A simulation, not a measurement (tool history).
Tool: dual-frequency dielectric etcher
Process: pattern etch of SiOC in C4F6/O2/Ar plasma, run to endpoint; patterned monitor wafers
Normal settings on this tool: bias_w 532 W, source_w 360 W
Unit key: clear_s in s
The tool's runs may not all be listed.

run,hour,bias_w,source_w,wafers since the last listed run,hours since the last wet clean,hours since the last bias power generator calibration,hours since the last source power generator calibration,hours since the last upper electrode change,"incoming incoming film thickness, nm",clear_s
1,0,626,300,0,145.6,1994.8,1683.4,3662.9,52.1,17.6
2,68.3,626,300,1300,213.9,2063.1,1751.7,3731.2,51.8,17.5
3,101.6,626,300,634,247.2,2096.4,1785,3764.5,52.5,17.8
4,131.8,532,360,575,277.4,2126.6,1815.2,3794.7,52,17.1
5,281,532,360,2841,426.6,2275.8,1964.4,3943.9,52.4,17.3
# hour 340.7: wet clean of the chamber
6,350.2,532,360,860,9.5,2345,2033.6,4013.1,52.5,16.9
7,411.7,532,360,1171,71,2406.5,2095.1,4074.6,52,16.9
# hour 442: upper electrode replaced
# hour 524.8: bias power generator calibrated
8,606.7,532,360,3180,266,81.9,2290.1,164.7,52.2,17.2
9,658,626,300,977,317.3,133.2,2341.4,216,51.9,17.5
10,719.1,532,360,1163,378.4,194.3,2402.5,277.1,52.8,17.2
# hour 749.5: source power generator calibrated
# hour 804: wet clean of the chamber
11,804.5,428,340,1093,0.5,279.7,55,362.5,52.1,18.2
12,836.8,482,430,615,32.8,312,87.3,394.8,52.2,16.2
13,882.7,648,310,874,78.7,357.9,133.2,440.7,52.2,17.1
14,947.3,624,390,1230,143.3,422.5,197.8,505.3,52.3,15.8
15,1009.9,437,280,1192,205.9,485.1,260.4,567.9,52.2,19.9
16,1052.3,532,360,807,248.3,527.5,302.8,610.3,52.3,17.1

What if the next run were any one of these 3? Each begins from the tool's condition after run 16:
A,1052.7,532,360,7,248.7,527.9,303.2,610.7,51.8,?
B,1052.7,481,400,7,248.7,527.9,303.2,610.7,51.8,?
C,1052.7,431,360,7,248.7,527.9,303.2,610.7,51.8,?

run,clear_s
A,17
B,16.7
C,17.9
With no hidden state in the tool, these same runs would have given:
run,clear_s
A,16.8
B,16.5
C,17.7
